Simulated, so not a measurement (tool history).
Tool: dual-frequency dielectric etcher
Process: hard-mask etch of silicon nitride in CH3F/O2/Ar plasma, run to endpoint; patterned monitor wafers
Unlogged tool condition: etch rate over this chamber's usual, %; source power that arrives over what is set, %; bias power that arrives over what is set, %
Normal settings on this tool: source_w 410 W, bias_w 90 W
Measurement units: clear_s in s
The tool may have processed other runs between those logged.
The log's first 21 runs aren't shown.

run	hour	source_w	bias_w	wafers since the last listed run	hours since the last wet clean	hours since the last source power generator calibration	hours since the last bias power generator calibration	hours since the last upper electrode change	incoming incoming film thickness, nm	clear_s
22	1302.9	410	83	720	185.0	1042.1	208.8	3909.8	48.44	66.2
23	1339.4	350	75	517	221.5	1078.6	245.3	3946.3	48.74	72.1
# hour 1380.7: upper electrode replaced
24	1381.2	410	73	252	263.3	1120.4	287.1	0.5	48.85	69.3
25	1440.3	460	112	837	322.4	1179.5	346.2	59.6	48.24	57.8
26	1478.5	410	96	541	360.6	1217.7	384.4	97.8	48.64	63.7
27	1507.6	370	90	412	389.7	1246.8	413.5	126.9	48.31	66.4
28	1545.8	350	90	541	427.9	1285.0	451.7	165.1	48.28	67.8
# hour 1629.9: wet clean of the chamber
29	1630.4	470	90	858	0.5	1369.6	536.3	249.7	48.68	61.8
30	1678.0	350	108	674	48.1	1417.2	583.9	297.3	48.53	64.5
31	1734.7	410	90	803	104.8	1473.9	640.6	354.0	48.95	65.7
32	1795.5	500	103	861	165.6	1534.7	701.4	414.8	48.37	58.3
33	1851.7	410	90	796	221.8	1590.9	757.6	471.0	48.10	64.5
34	1886.4	500	110	491	256.5	1625.6	792.3	505.7	48.56	56.7

Alternative continuations, all from the tool just after run 34; predict every row:
A	1886.8	410	90	5	256.9	1626.0	792.7	506.1	48.14	?
B	1886.8	340	79	5	256.9	1626.0	792.7	506.1	48.14	?
C	1886.8	410	81	5	256.9	1626.0	792.7	506.1	48.14	?
D	1886.8	310	109	5	256.9	1626.0	792.7	506.1	48.14	?
E	1886.8	460	74	5	256.9	1626.0	792.7	506.1	48.14	?

run	clear_s
A	64.6
B	71.4
C	66.5
D	67.0
E	65.5
Had the tool no hidden state, the same runs would have come out as:
run	clear_s
A	64.3
B	71.2
C	66.3
D	66.8
E	65.2
